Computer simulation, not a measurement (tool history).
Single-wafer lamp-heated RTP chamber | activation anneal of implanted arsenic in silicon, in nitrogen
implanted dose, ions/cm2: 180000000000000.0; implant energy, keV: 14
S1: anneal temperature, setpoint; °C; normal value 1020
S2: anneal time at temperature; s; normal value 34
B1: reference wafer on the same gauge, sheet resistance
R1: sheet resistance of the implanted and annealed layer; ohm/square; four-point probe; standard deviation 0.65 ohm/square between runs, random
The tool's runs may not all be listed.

run      day    S1  S2      B1      R1
  1        0  1039  34  419.02  429.96
  2    3.225  1002  34  419.05  438.57
  3    5.275  1002  34  418.88  436.87
  4    7.946  1020  34  419.08  433.17
  5    9.738  1020  34  419.26  433.41
  6   12.558  1020  34  419.01  433.67
  7   14.483  1020  34  418.98  434.65
  8   17.979  1020  34  419.17  432.48
      20.517  -- reflector plate cleaned
  9   20.538  1020  34  418.81   432.3
 10   23.088  1020  34  418.95  432.76
 11   24.621  1020  34   419.1  433.52
 12   27.058  1020  34  418.93  433.04
      30.617  -- gauge calibrated
 13   30.817  1020  34  419.12  431.95
 14   33.592  1020  50  418.92  426.13
      37.775  -- pyrometer window cleaned and pyrometer calibrated
 15   37.796   995  39   419.1  438.43
 16   40.688  1041  22  419.28  433.12
      43.575  -- reflector plate cleaned
 17   44.508   992  27  419.27  440.85
 18   48.229  1041  51  419.08  421.95
 19   50.796  1006  52  419.27  433.05
 20   53.392  1020  34  418.93  434.09
 21   57.504  1020  40  419.02  432.21
 22   60.604  1046  34  418.74  425.91
 23     62.8  1020  34  418.94   432.5
 24   65.025   994  48  418.85  435.88
 25   67.038  1020  23  419.08  437.05
      67.846  -- reflector plate cleaned
 26   71.471  1020  43  419.06  431.37
 27   74.888  1020  34   419.1  431.73
 28   76.846  1037  34  418.96  427.15
 29   78.788  1020  34  419.03  431.49
      81.442  -- pyrometer window cleaned and pyrometer calibrated
 30     84.6  1035  25  419.16  433.92
 31   86.146  1020  34  418.74  434.87
 32   89.646  1032  47  419.04   428.1
 33   92.492  1032  54  418.78  425.77
 34   94.667  1004  29  419.21  437.82
      95.554  -- reflector plate cleaned
 35   97.229  1029  34  418.96  431.85
 36  100.517  1003  34  418.89  436.94

Here are 5 independent what-if runs from the current tool condition. What would each one return?
  A  100.533  1020  34   ?   ?
  B  100.533  1033  47   ?   ?
  C  100.533  1038  16   ?   ?
  D  100.533   990  46   ?   ?
  E  100.533  1006  34   ?   ?

run      B1      R1
  A  419.12  433.85
  B  419.12  426.24
  C  419.12  437.01
  D  419.12  437.57
  E  419.12   436.9
Without the tool's hidden state the same runs would have given:
run      R1
  A  435.05
  B  427.93
  C  437.97
  D  438.53
  E  437.91
